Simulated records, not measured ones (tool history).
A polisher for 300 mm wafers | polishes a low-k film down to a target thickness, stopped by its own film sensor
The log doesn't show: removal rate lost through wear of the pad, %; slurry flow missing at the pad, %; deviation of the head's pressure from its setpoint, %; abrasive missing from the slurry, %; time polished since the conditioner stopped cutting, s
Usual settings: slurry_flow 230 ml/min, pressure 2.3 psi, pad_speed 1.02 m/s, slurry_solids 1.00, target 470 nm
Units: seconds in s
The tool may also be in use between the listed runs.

| run | hour | slurry_flow | pressure | pad_speed | slurry_solids | target | wafers since the last listed run | wafers polished on this pad | hours since the slurry nozzle was cleaned | hours since the head pressure was calibrated | hours since the slurry blender was calibrated | hours since the conditioning disc was replaced | incoming thickness of the incoming film, nm | seconds |
|---|---|---|---|---|---|---|---|---|---|---|---|---|---|---|
| 1 | 0.0 | 230 | 2.6 | 1.02 | 1.00 | 470 | 0 | 923 | 25.1 | 295.8 | 57.6 | 192.5 | 527.0 | 95.7 |
| 2 | 30.4 | 230 | 2.6 | 1.02 | 1.00 | 470 | 172 | 1096 | 55.5 | 326.2 | 88.0 | 222.9 | 533.2 | 106.5 |
| 3 | 61.7 | 230 | 2.6 | 1.02 | 1.00 | 470 | 177 | 1273 | 86.8 | 357.5 | 119.3 | 254.2 | 530.7 | 104.7 |
|  | 95.7 | worn pad replaced by a new one |
| 4 | 96.7 | 230 | 2.3 | 1.02 | 1.00 | 470 | 175 | 5 | 121.8 | 392.5 | 154.3 | 289.2 | 525.3 | 104.7 |
| 5 | 202.3 | 230 | 2.3 | 1.02 | 1.00 | 470 | 599 | 605 | 227.4 | 498.1 | 259.9 | 394.8 | 526.8 | 112.0 |
| 6 | 218.1 | 230 | 2.3 | 1.02 | 1.00 | 470 | 89 | 694 | 243.2 | 513.9 | 275.7 | 410.6 | 524.3 | 107.8 |
|  | 249.5 | head pressure recalibrated |
|  | 258.4 | conditioning disc replaced and pad reconditioned |
| 7 | 318.6 | 230 | 2.3 | 1.02 | 1.00 | 470 | 547 | 1242 | 343.7 | 69.1 | 376.2 | 60.2 | 528.0 | 116.5 |
|  | 343.1 | worn pad replaced by a new one |
| 8 | 343.6 | 230 | 2.3 | 1.02 | 1.00 | 470 | 119 | 2 | 368.7 | 94.1 | 401.2 | 85.2 | 530.2 | 123.9 |
|  | 354.8 | slurry nozzle cleaned |
| 9 | 368.3 | 230 | 2.3 | 1.02 | 1.00 | 470 | 134 | 137 | 13.5 | 118.8 | 425.9 | 109.9 | 530.5 | 117.1 |
| 10 | 400.7 | 230 | 2.3 | 1.02 | 1.00 | 470 | 183 | 321 | 45.9 | 151.2 | 458.3 | 142.3 | 538.3 | 135.2 |
|  | 404.2 | slurry blender recalibrated |
| 11 | 413.3 | 230 | 2.3 | 1.02 | 1.00 | 470 | 60 | 381 | 58.5 | 163.8 | 9.1 | 154.9 | 524.9 | 106.9 |
| 12 | 448.1 | 165 | 2.3 | 1.26 | 0.75 | 462 | 197 | 578 | 93.3 | 198.6 | 43.9 | 189.7 | 529.7 | 142.3 |
| 13 | 478.7 | 230 | 2.3 | 1.24 | 0.75 | 483 | 173 | 752 | 123.9 | 229.2 | 74.5 | 220.3 | 530.5 | 97.8 |
|  | 570.0 | worn pad replaced by a new one |
| 14 | 582.6 | 230 | 2.3 | 1.02 | 1.00 | 470 | 566 | 71 | 227.8 | 333.1 | 178.4 | 324.2 | 533.7 | 122.2 |
| 15 | 606.7 | 290 | 2.6 | 1.02 | 1.00 | 461 | 136 | 208 | 251.9 | 357.2 | 202.5 | 348.3 | 532.7 | 120.9 |
| 16 | 632.5 | 230 | 2.3 | 1.02 | 1.00 | 470 | 146 | 354 | 277.7 | 383.0 | 228.3 | 374.1 | 519.8 | 100.8 |
| 17 | 654.8 | 275 | 2.3 | 1.02 | 1.00 | 462 | 126 | 480 | 300.0 | 405.3 | 250.6 | 396.4 | 527.2 | 128.0 |
| 18 | 683.4 | 230 | 1.6 | 1.22 | 1.00 | 470 | 162 | 643 | 328.6 | 433.9 | 279.2 | 425.0 | 531.5 | 157.1 |
|  | 738.0 | conditioning disc replaced and pad reconditioned |
| 19 | 743.5 | 230 | 2.3 | 1.02 | 1.10 | 470 | 329 | 972 | 388.7 | 494.0 | 339.3 | 5.5 | 527.1 | 112.5 |
|  | 754.9 | slurry nozzle cleaned |
| 20 | 776.1 | 230 | 2.3 | 1.12 | 1.00 | 470 | 179 | 1152 | 21.2 | 526.6 | 371.9 | 38.1 | 523.3 | 94.1 |
| 21 | 790.7 | 230 | 2.3 | 1.02 | 1.00 | 470 | 82 | 1235 | 35.8 | 541.2 | 386.5 | 52.7 | 536.6 | 129.3 |
| 22 | 803.8 | 170 | 2.0 | 1.02 | 1.00 | 455 | 74 | 1309 | 48.9 | 554.3 | 399.6 | 65.8 | 527.1 | 165.3 |
|  | 812.3 | head pressure recalibrated |
|  | 814.1 | worn pad replaced by a new one |
| 23 | 834.9 | 275 | 2.3 | 1.02 | 1.00 | 462 | 154 | 118 | 80.0 | 22.6 | 430.7 | 96.9 | 529.5 | 127.6 |
|  | 846.6 | slurry blender recalibrated |
| 24 | 848.7 | 230 | 2.1 | 0.84 | 1.30 | 450 | 66 | 185 | 93.8 | 36.4 | 2.1 | 110.7 | 526.9 | 166.9 |
| 25 | 883.7 | 285 | 2.3 | 1.36 | 1.00 | 470 | 198 | 383 | 128.8 | 71.4 | 37.1 | 145.7 | 529.5 | 93.5 |

Forecast each of these 4 alternatives for the next run:
| A | 884.2 | 230 | 2.3 | 1.02 | 1.00 | 478 | 2 | 386 | 129.3 | 71.9 | 37.6 | 146.2 | 522.3 | ? |
| B | 884.2 | 230 | 2.3 | 0.92 | 1.00 | 470 | 2 | 386 | 129.3 | 71.9 | 37.6 | 146.2 | 522.3 | ? |
| C | 884.2 | 270 | 2.3 | 0.86 | 1.10 | 470 | 2 | 386 | 129.3 | 71.9 | 37.6 | 146.2 | 522.3 | ? |
| D | 884.2 | 230 | 2.9 | 1.02 | 0.80 | 461 | 2 | 386 | 129.3 | 71.9 | 37.6 | 146.2 | 522.3 | ? |

| run | seconds |
|---|---|
| A | 86.1 |
| B | 109.3 |
| C | 107.2 |
| D | 109.0 |
Without the tool's hidden state the same runs would have given:
| run | seconds |
|---|---|
| A | 85.1 |
| B | 108.2 |
| C | 106.2 |
| D | 107.8 |
